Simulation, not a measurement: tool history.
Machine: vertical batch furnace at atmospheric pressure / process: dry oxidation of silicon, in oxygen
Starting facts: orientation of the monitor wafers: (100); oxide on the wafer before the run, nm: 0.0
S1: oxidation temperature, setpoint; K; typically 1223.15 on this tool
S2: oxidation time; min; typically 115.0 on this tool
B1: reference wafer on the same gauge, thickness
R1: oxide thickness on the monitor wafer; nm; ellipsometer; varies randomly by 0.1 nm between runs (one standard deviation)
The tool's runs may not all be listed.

run    hour       S1     S2     B1     R1
  1     0.0  1207.15  115.0  47.40  39.09
  2    56.8  1207.15  115.0  47.39  39.19
  3   184.2  1223.15  115.0  47.40  46.30
  4   287.8  1223.15  115.0  47.38  46.23
  5   365.6  1223.15  115.0  47.41  46.42
  6   453.4  1223.15  115.0  47.41  46.19
  7   554.8  1223.15  115.0  47.39  46.44
  8   640.2  1223.15  115.0  47.40  46.45
  9   682.4  1223.15  115.0  47.42  46.48
 10   765.1  1223.15  115.0  47.40  46.30
 11   824.8  1223.15  115.0  47.40  46.24
 12  1057.1  1211.15   89.5  47.40  34.08
 13  1133.7  1223.15  115.0  47.38  46.22
 14  1195.2  1223.15  115.0  47.39  46.31
 15  1231.6  1223.15  115.0  47.43  46.25
 16  1292.1  1242.15  115.0  47.42  55.30
 17  1344.3  1242.15  115.0  47.40  55.20
 18  1407.5  1245.15  115.0  47.41  56.67
 19  1482.5  1234.15  115.0  47.39  51.66
 20  1546.7  1234.15   95.5  47.38  45.24
     1574.2  -- boat lift adjusted
 21  1634.2  1237.15   88.0  47.39  43.06
 22  1708.9  1223.15  115.0  47.41  45.30
 23  1787.0  1208.15  162.0  47.39  49.41
 24  1855.6  1223.15  153.5  47.38  55.55
 25  1947.5  1223.15  115.0  47.40  44.93
 26  2040.9  1215.15   68.0  47.40  28.73
     2047.7  -- gauge calibrated
 27  2126.3  1236.15  160.5  47.40  65.12
     2214.3  -- boat lift adjusted, repeated, since the last time left the tool worse
 28  2214.8  1248.15   99.5  47.41  53.00
 29  2262.5  1223.15  136.5  47.40  53.47
     2304.3  -- thermocouples replaced and temperature profile calibrated
 30  2323.9  1236.15  143.5  47.39  62.31
 31  2402.9  1216.15   72.0  47.38  31.49
 32  2510.9  1237.15   88.0  47.40  44.50
 33  2596.9  1223.15  115.0  47.42  46.86
 34  2679.5  1223.15  115.0  47.42  46.87
 35  2747.3  1223.15   69.0  47.40  32.85
 36  2820.5  1200.15   60.0  47.40  23.59
 37  2920.1  1202.15   84.5  47.43  30.27
 38  2994.8  1223.15  115.0  47.39  46.53
 39  3081.6  1238.15   76.0  47.40  40.23

Branching from run 39: 4 alternative next runs. What would each branch give?
  A  3086.8  1213.15  115.0   ?   ?
  B  3086.8  1204.15   77.5   ?   ?
  C  3086.8  1233.15   81.0   ?   ?
  D  3086.8  1207.15  155.5   ?   ?

run     B1     R1
  A  47.39  41.73
  B  47.39  28.88
  C  47.39  40.17
  D  47.39  48.70
Without the tool's unlogged condition, the same runs would have read:
run     R1
  A  42.47
  B  29.36
  C  40.78
  D  49.58

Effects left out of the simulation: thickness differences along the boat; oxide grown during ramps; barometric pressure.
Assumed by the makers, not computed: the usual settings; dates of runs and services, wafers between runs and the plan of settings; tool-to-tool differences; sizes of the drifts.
